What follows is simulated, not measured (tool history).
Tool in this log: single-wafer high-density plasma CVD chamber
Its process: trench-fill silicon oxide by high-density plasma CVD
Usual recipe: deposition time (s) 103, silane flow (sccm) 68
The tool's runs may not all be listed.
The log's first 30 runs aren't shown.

| run | hour | deposition time (s) | silane flow (sccm) | wafers since the last listed run | hours since the silane flow controller was replaced | hours since the gauge calibration | read-back reference wafer on the same gauge, thickness_nm | mean film thickness on the monitor wafer (nm) |
|---|---|---|---|---|---|---|---|---|
| 31 | 2057 | 119 | 64 | 900 | 226.6 | 804.5 | 853.361 | 791.983 |
| 32 | 2116.9 | 86 | 73 | 645 | 286.5 | 864.4 | 853.556 | 645.103 |
| 33 | 2222.3 | 112 | 80 | 1135 | 391.9 | 969.8 | 852.871 | 920.332 |
| 34 | 2457.2 | 87 | 80 | 2530 | 626.8 | 1204.7 | 852.854 | 714.219 |
| 35 | 2560.2 | 114 | 75 | 1109 | 729.8 | 1307.7 | 852.089 | 875.109 |
| 36 | 2607 | 91 | 72 | 504 | 776.6 | 1354.5 | 852.683 | 671.758 |
| 37 | 2672.8 | 90 | 79 | 708 | 842.4 | 1420.3 | 853.419 | 726.305 |
| 38 | 2756.7 | 115 | 73 | 903 | 926.3 | 1504.2 | 853.406 | 858.909 |
|  | 2842.2 | gauge calibrated |
| 39 | 2855.5 | 89 | 64 | 1064 | 1025.1 | 13.3 | 853.532 | 591.596 |
| 40 | 2918.9 | 103 | 68 | 682 | 1088.5 | 76.7 | 852.324 | 721.395 |
| 41 | 3001.4 | 94 | 78 | 888 | 1171 | 159.2 | 852.958 | 746.904 |
| 42 | 3096.6 | 103 | 68 | 1025 | 1266.2 | 254.4 | 853.712 | 717.053 |

Predict each of these 4 candidate next runs independently; none follows another, all start after run 42:
| A | 3097 | 114 | 68 | 4 | 1266.6 | 254.8 | ? | ? |
| B | 3097 | 123 | 64 | 4 | 1266.6 | 254.8 | ? | ? |
| C | 3097 | 103 | 78 | 4 | 1266.6 | 254.8 | ? | ? |
| D | 3097 | 117 | 62 | 4 | 1266.6 | 254.8 | ? | ? |

| run | read-back reference wafer on the same gauge, thickness_nm | mean film thickness on the monitor wafer (nm) |
|---|---|---|
| A | 853.064 | 795.007 |
| B | 853.064 | 809.94 |
| C | 853.064 | 818.429 |
| D | 853.064 | 747.682 |
Without the tool's unlogged condition, the same runs would have read:
| run | mean film thickness on the monitor wafer (nm) |
|---|---|
| A | 797.938 |
| B | 812.926 |
| C | 821.447 |
| D | 750.439 |

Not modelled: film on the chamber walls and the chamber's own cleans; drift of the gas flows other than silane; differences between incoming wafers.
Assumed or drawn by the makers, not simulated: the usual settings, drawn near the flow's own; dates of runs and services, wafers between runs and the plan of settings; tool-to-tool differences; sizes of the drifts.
